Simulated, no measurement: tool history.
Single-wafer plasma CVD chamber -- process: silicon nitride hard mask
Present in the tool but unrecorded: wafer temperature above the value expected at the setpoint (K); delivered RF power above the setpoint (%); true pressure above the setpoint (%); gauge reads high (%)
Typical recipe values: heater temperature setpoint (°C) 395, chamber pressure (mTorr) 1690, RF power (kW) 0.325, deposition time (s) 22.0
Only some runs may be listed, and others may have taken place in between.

run,hour,heater temperature setpoint (°C),chamber pressure (mTorr),RF power (kW),deposition time (s),wafers since the last listed run,hours since the last thermocouple change,hours since the last RF generator calibration,hours since the last manometer calibration,hours since the showerhead was replaced,hours since the gauge calibration,"read-back reference wafer on the same gauge, thickness_nm",mean film thickness on the monitor wafer (Å)
1,0.0,395,1690,0.325,22.0,0,446.7,1123.9,842.3,3687.6,686.5,32.430,288.69
2,24.4,395,1690,0.325,22.0,527,471.1,1148.3,866.7,3712.0,710.9,32.406,288.13
3,58.3,395,1370,0.325,22.0,732,505.0,1182.2,900.6,3745.9,744.8,32.419,262.63
4,86.1,395,1370,0.325,22.0,600,532.8,1210.0,928.4,3773.7,772.6,32.390,262.06
5,105.9,395,1370,0.325,22.0,427,552.6,1229.8,948.2,3793.5,792.4,32.403,263.02
6,120.0,395,1690,0.325,22.0,304,566.7,1243.9,962.3,3807.6,806.5,32.400,286.81
7,132.1,395,1690,0.325,22.0,261,578.8,1256.0,974.4,3819.7,818.6,32.408,287.05
8,160.1,395,1690,0.325,22.0,604,606.8,1284.0,1002.4,3847.7,846.6,32.416,286.07
9,173.6,395,1690,0.325,22.0,291,620.3,1297.5,1015.9,3861.2,860.1,32.401,286.84
# hour 191.8: gauge calibrated
10,196.5,395,1690,0.325,22.0,494,643.2,1320.4,1038.8,3884.1,4.7,32.398,286.85
11,217.2,395,1450,0.325,22.0,447,663.9,1341.1,1059.5,3904.8,25.4,32.425,267.93
12,247.3,395,1690,0.325,22.0,650,694.0,1371.2,1089.6,3934.9,55.5,32.406,285.32
13,269.5,395,1580,0.325,20.7,479,716.2,1393.4,1111.8,3957.1,77.7,32.391,261.77
14,291.5,395,1690,0.325,22.0,475,738.2,1415.4,1133.8,3979.1,99.7,32.386,285.80
# hour 373.7: capacitance manometer re-zeroed and calibrated
15,383.2,395,1690,0.275,19.9,1808,829.9,1507.1,9.5,4070.8,191.4,32.401,249.42
16,423.1,400,1690,0.325,20.8,862,869.8,1547.0,49.4,4110.7,231.3,32.427,283.55
17,438.4,404,1380,0.325,22.0,330,885.1,1562.3,64.7,4126.0,246.6,32.405,274.96
# hour 451.2: thermocouple changed; heater temperature recalibrated
18,465.7,386,1690,0.325,26.3,417,14.5,1589.6,92.0,4153.3,273.9,32.355,359.38
# hour 486.0: showerhead replaced
19,498.9,395,1810,0.325,25.7,544,47.7,1622.8,125.2,12.9,307.1,32.365,359.15
20,527.0,405,1690,0.325,22.0,607,75.8,1650.9,153.3,41.0,335.2,32.394,298.56
# hour 537.9: RF generator calibrated
# hour 549.6: capacitance manometer re-zeroed and calibrated, repeated, since the last time left the tool worse
21,561.6,395,1690,0.290,22.0,401,110.4,23.7,12.0,75.6,369.8,32.405,274.42
22,577.5,387,1690,0.265,22.0,343,126.3,39.6,27.9,91.5,385.7,32.373,263.91
23,595.9,395,1690,0.325,22.0,397,144.7,58.0,46.3,109.9,404.1,32.379,290.10
24,629.6,395,1690,0.345,24.6,728,178.4,91.7,80.0,143.6,437.8,32.362,334.85
25,649.4,395,1690,0.325,24.2,427,198.2,111.5,99.8,163.4,457.6,32.425,319.19
26,677.4,385,1690,0.370,22.0,604,226.2,139.5,127.8,191.4,485.6,32.392,311.44
27,713.1,395,1430,0.325,22.0,771,261.9,175.2,163.5,227.1,521.3,32.405,271.11
28,742.6,395,1690,0.325,22.0,637,291.4,204.7,193.0,256.6,550.8,32.404,291.03
29,761.0,401,1370,0.270,22.0,397,309.8,223.1,211.4,275.0,569.2,32.426,239.79

Entry by entry between the runs, the difference in hidden state between the last listed run before and the first listed run after:
From run 9 to run 10: gauge calibrated (hour 191.8)
  true pressure above the setpoint (%): -3.7 -> -3.87
  what was measured, less what the result would be without the hidden state, mean film thickness on the monitor wafer (Å): -4.23 -> -4.44
From run 14 to run 15: capacitance manometer re-zeroed and calibrated (hour 373.7)
  true pressure above the setpoint (%): -4.63 -> 9.15
  what was measured, less what the result would be without the hidden state, mean film thickness on the monitor wafer (Å): -5.35 -> +8.00
From run 17 to run 18: thermocouple changed; heater temperature recalibrated (hour 451.2)
  true pressure above the setpoint (%): 9.14 -> 9.12
  what was measured, less what the result would be without the hidden state, mean film thickness on the monitor wafer (Å): +9.66 -> +11.49
From run 18 to run 19: showerhead replaced (hour 486.0)
  true pressure above the setpoint (%): 9.12 -> 9.09
  what was measured, less what the result would be without the hidden state, mean film thickness on the monitor wafer (Å): +11.49 -> +10.98
From run 20 to run 21: RF generator calibrated (hour 537.9); capacitance manometer re-zeroed and calibrated, repeated, since the last time left the tool worse (hour 549.6)
  true pressure above the setpoint (%): 9.06 -> 0.205
  what was measured, less what the result would be without the hidden state, mean film thickness on the monitor wafer (Å): +9.49 -> +0.21
